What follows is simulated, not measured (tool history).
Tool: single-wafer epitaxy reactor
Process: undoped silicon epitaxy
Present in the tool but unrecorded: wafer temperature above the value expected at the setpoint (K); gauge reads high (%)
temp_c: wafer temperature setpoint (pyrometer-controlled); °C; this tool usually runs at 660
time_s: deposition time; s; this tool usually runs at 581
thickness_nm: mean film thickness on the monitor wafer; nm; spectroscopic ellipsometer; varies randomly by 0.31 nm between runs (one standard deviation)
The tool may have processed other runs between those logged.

run   hour  temp_c  time_s  wafers since the last listed run  hours since the last pyrometer calibration  hours since the gauge calibration  read-back reference wafer on the same gauge, thickness_nm  thickness_nm
  1      0     649     646                                 0                                       906.9                              439.6                                                    145.054       108.107
  2     38     660     581                                77                                       944.9                              477.6                                                    144.946       119.921
      95.3  -- gauge calibrated
  3   95.7     653     663                               118                                      1002.6                                0.4                                                    144.968       119.752
  4  138.1     653     663                                86                                        1045                               42.8                                                    145.019       119.471
  5  168.8     660     581                                62                                      1075.7                               73.5                                                    144.996       119.534
  6    216     660     581                                96                                      1122.9                              120.7                                                    144.825       120.064
  7  244.2     660     581                                57                                      1151.1                              148.9                                                    145.025       119.866
  8  287.7     660     581                                89                                      1194.6                              192.4                                                    145.007       119.007
  9  356.1     660     581                               140                                        1263                              260.8                                                    145.003       119.486
     370.4  -- pyrometer calibrated
 10  418.2     660     581                               110                                        47.8                              322.9                                                    144.891       122.412
 11  455.7     674     581                                76                                        85.3                              360.4                                                    145.006       157.717
 12  485.2     670     478                                60                                       114.8                              389.9                                                    145.001       120.538
 13  527.8     648     632                                87                                       157.4                              432.5                                                    144.843       104.726
 14  586.9     674     508                               121                                       216.5                              491.6                                                    144.971       137.202
     662.9  -- gauge calibrated
 15    797     648     619                               431                                       426.6                              134.1                                                    145.043       102.437
 16  856.2     660     581                               121                                       485.8                              193.3                                                    145.122        119.88
 17  905.1     674     581                               100                                       534.7                              242.2                                                    144.991       155.833
 18  965.5     651     581                               123                                       595.1                              302.6                                                    145.058       101.133

What the log doesn't show, run by run:
gauge reads high (%): 0, the same for each run
H1: wafer temperature above the value expected at the setpoint (K)
run      H1
  1   -1.08
  2   -1.09
  3   -1.11
  4   -1.12
  5   -1.12
  6   -1.13
  7   -1.14
  8   -1.14
  9   -1.15
 10  -0.136
 11  -0.229
 12  -0.297
 13  -0.386
 14  -0.495
 15  -0.776
 16  -0.832
 17  -0.873
 18  -0.917
